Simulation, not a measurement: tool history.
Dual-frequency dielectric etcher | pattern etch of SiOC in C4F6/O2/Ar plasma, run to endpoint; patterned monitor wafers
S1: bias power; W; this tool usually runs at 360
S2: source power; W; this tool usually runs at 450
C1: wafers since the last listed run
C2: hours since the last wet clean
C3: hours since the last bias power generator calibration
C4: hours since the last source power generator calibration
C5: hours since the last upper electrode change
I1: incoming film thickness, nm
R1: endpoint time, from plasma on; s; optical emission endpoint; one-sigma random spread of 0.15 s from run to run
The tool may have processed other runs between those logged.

run,day,S1,S2,C1,C2,C3,C4,C5,I1,R1
1,0,360,450,0,481.9,3386.9,4146.9,4930.8,50.7,20.5
2,1.142,360,450,441,509.3,3414.3,4174.3,4958.2,50.2,20.3
3,2.108,360,450,373,532.5,3437.5,4197.5,4981.4,50.3,20.6
4,2.954,360,410,326,552.8,3457.8,4217.8,5001.7,50,21.8
5,3.917,360,450,372,575.9,3480.9,4240.9,5024.8,50.2,20.4
6,4.658,360,450,286,593.7,3498.7,4258.7,5042.6,50.2,20.4
# day 6.504: wet clean of the chamber
7,6.525,360,450,335,0.5,3543.5,4303.5,5087.4,49.9,19.4
8,6.854,360,450,127,8.4,3551.4,4311.4,5095.3,49.7,19.6
9,8.108,360,450,484,38.5,3581.5,4341.5,5125.4,49.8,19.4
10,8.617,360,360,196,50.7,3593.7,4353.7,5137.6,49.9,22.5
11,9.267,360,360,251,66.3,3609.3,4369.3,5153.2,50.2,22.5
12,10.362,360,470,423,92.6,3635.6,4395.6,5179.5,50.2,19.1
13,12.05,360,470,652,133.1,3676.1,4436.1,5220,49.8,19
14,12.808,360,470,293,151.3,3694.3,4454.3,5238.2,50.3,19.4
15,14.138,449,370,513,183.2,3726.2,4486.2,5270.1,49.8,19.8
# day 15.538: bias power generator calibrated
16,15.558,360,450,484,217.3,0.5,4520.3,5304.2,50.5,19.8
17,16.008,283,420,173,228.1,11.3,4531.1,5315,50.8,24
18,16.829,426,450,317,247.8,31,4550.8,5334.7,50.6,18.3
19,17.467,305,490,246,263.1,46.3,4566.1,5350,50.5,20.9
20,18.067,360,450,231,277.5,60.7,4580.5,5364.4,49.7,19.6
21,19.254,413,520,459,306,89.2,4609,5392.9,50.3,17
# day 19.946: source power generator calibrated
22,20.567,300,450,442,337.5,120.7,14.9,5424.4,50.2,22.3
23,21.958,400,370,537,370.9,154.1,48.3,5457.8,50.1,21.5
24,23.046,397,450,420,397,180.2,74.4,5483.9,50.6,19.4
# day 25.142: upper electrode replaced
25,25.162,324,540,431,447.8,231,125.2,0.5,50.6,19.6
26,25.267,400,370,40,450.3,233.5,127.7,3,50.8,21.7
27,25.783,421,540,199,462.7,245.9,140.1,15.4,50.1,16.9
28,27.117,360,540,515,494.7,277.9,172.1,47.4,50.2,18.3
29,27.9,360,450,302,513.5,296.7,190.9,66.2,49.8,20.2
30,29.362,437,390,565,548.6,331.8,226,101.3,49.9,20.1
31,30.262,337,490,347,570.2,353.4,247.6,122.9,50.1,19.9
32,31.308,429,340,404,595.3,378.5,272.7,148,50.4,22.9
# day 32.688: wet clean of the chamber
33,32.708,360,360,154,0.5,412.1,306.3,181.6,50.2,22.4
34,33.138,295,510,165,10.8,422.4,316.6,191.9,50.3,20.2
35,34.321,413,520,457,39.2,450.8,345,220.3,50.1,16.5

How the hidden state differs across the entries between the runs, from the last listed run before each to the first after it:
Between runs 6 and 7: wet clean of the chamber (day 6.504)
  etch rate over this chamber's usual, %: -5.86 -> -0.19
  the result without the hidden state subtracted from the measured one, R1: +1.2 -> +0.1 s
Between runs 15 and 16: bias power generator calibrated (day 15.538)
  etch rate over this chamber's usual, %: -1.86 -> -2.17
  the result without the hidden state subtracted from the measured one, R1: +0.4 -> +0.4 s
Between runs 21 and 22: source power generator calibrated (day 19.946)
  etch rate over this chamber's usual, %: -2.99 -> -3.28
  the result without the hidden state subtracted from the measured one, R1: +0.5 -> +0.7 s
Between runs 24 and 25: upper electrode replaced (day 25.142)
  etch rate over this chamber's usual, %: -3.82 -> -4.29
  the result without the hidden state subtracted from the measured one, R1: +0.8 -> +0.9 s
Between runs 32 and 33: wet clean of the chamber (day 32.688)
  etch rate over this chamber's usual, %: -5.64 -> 0.0848
  the result without the hidden state subtracted from the measured one, R1: +1.3 -> -0.1 s
